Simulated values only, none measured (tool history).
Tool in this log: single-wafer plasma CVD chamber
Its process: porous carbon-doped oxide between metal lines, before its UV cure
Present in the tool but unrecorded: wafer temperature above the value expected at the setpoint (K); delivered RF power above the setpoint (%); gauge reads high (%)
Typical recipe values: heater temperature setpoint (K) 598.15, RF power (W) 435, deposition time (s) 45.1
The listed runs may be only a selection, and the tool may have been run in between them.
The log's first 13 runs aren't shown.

run      day  heater temperature setpoint (K)  RF power (W)  deposition time (s)  wafers since the last listed run  hours since the last thermocouple change  hours since the last RF generator calibration  hours since the showerhead was replaced  hours since the gauge calibration  read-back reference wafer on the same gauge, thickness_nm  mean film thickness on the monitor wafer (angstrom)
 14   48.442                           598.15           435                 43.0                               859                                      54.2                                         1338.9                                     66.3                              293.4                                                    228.991                                              1831.44
      49.012  -- RF generator calibrated
 15   51.096                           598.15           435                 45.1                              1184                                     117.9                                           50.0                                    130.0                              357.1                                                    229.213                                              1943.72
 16   53.583                           588.15           435                 52.9                              1269                                     177.6                                          109.7                                    189.7                              416.8                                                    229.156                                              2390.33
 17   56.750                           598.15           435                 45.1                              1616                                     253.6                                          185.7                                    265.7                              492.8                                                    229.392                                              1951.33
 18   58.438                           613.15           485                 53.5                               861                                     294.1                                          226.2                                    306.2                              533.3                                                    228.902                                              2355.91
 19   61.696                           598.15           435                 45.1                              1662                                     372.3                                          304.4                                    384.4                              611.5                                                    229.098                                              1945.44
 20   64.917                           598.15           435                 37.9                              1643                                     449.6                                          381.7                                    461.7                              688.8                                                    228.906                                              1643.53
 21   67.200                           598.15           435                 45.1                              1165                                     504.4                                          436.5                                    516.5                              743.6                                                    228.711                                              1949.65
 22   71.267                           594.15           520                 45.1                              2075                                     602.0                                          534.1                                    614.1                              841.2                                                    229.174                                              2256.99
 23   74.504                           598.15           435                 41.3                              1652                                     679.7                                          611.8                                    691.8                              918.9                                                    228.665                                              1785.71
 24   77.746                           598.15           370                 45.1                              1654                                     757.5                                          689.6                                    769.6                              996.7                                                    229.091                                              1695.45
 25   80.608                           598.15           500                 45.1                              1460                                     826.2                                          758.3                                    838.3                             1065.4                                                    228.952                                              2157.39
 26   82.538                           598.15           385                 45.1                               984                                     872.5                                          804.6                                    884.6                             1111.7                                                    229.072                                              1759.21
 27   85.033                           604.15           435                 45.1                              1273                                     932.4                                          864.5                                    944.5                             1171.6                                                    228.996                                              1885.09
 28   97.121                           598.15           435                 49.4                              6168                                    1222.5                                         1154.6                                   1234.6                             1461.7                                                    229.095                                              2119.22
 29  101.158                           598.15           400                 47.4                              2060                                    1319.4                                         1251.5                                   1331.5                             1558.6                                                    229.016                                              1885.70
 30  104.550                           598.15           370                 40.0                              1730                                    1400.8                                         1332.9                                   1412.9                             1640.0                                                    228.880                                              1490.88
 31  106.808                           586.15           355                 38.3                              1152                                    1455.0                                         1387.1                                   1467.1                             1694.2                                                    229.102                                              1455.49

4 ways to go on from here, each from the tool as it stands after run 31. What would each give?
  A  106.825                           598.15           435                 41.6                                 8                                    1455.4                                         1387.5                                   1467.5                             1694.6                                                          ?                                                    ?
  B  106.825                           594.15           435                 45.1                                 8                                    1455.4                                         1387.5                                   1467.5                             1694.6                                                          ?                                                    ?
  C  106.825                           587.15           365                 48.1                                 8                                    1455.4                                         1387.5                                   1467.5                             1694.6                                                          ?                                                    ?
  D  106.825                           585.15           475                 39.5                                 8                                    1455.4                                         1387.5                                   1467.5                             1694.6                                                          ?                                                    ?

run  read-back reference wafer on the same gauge, thickness_nm  mean film thickness on the monitor wafer (angstrom)
  A                                                    228.920                                              1767.81
  B                                                    228.920                                              1947.34
  C                                                    228.920                                              1850.44
  D                                                    228.920                                              1911.85
What these runs would have given with no unlogged condition in the tool:
run  mean film thickness on the monitor wafer (angstrom)
  A                                              1801.25
  B                                              1984.17
  C                                              1886.66
  D                                              1943.25

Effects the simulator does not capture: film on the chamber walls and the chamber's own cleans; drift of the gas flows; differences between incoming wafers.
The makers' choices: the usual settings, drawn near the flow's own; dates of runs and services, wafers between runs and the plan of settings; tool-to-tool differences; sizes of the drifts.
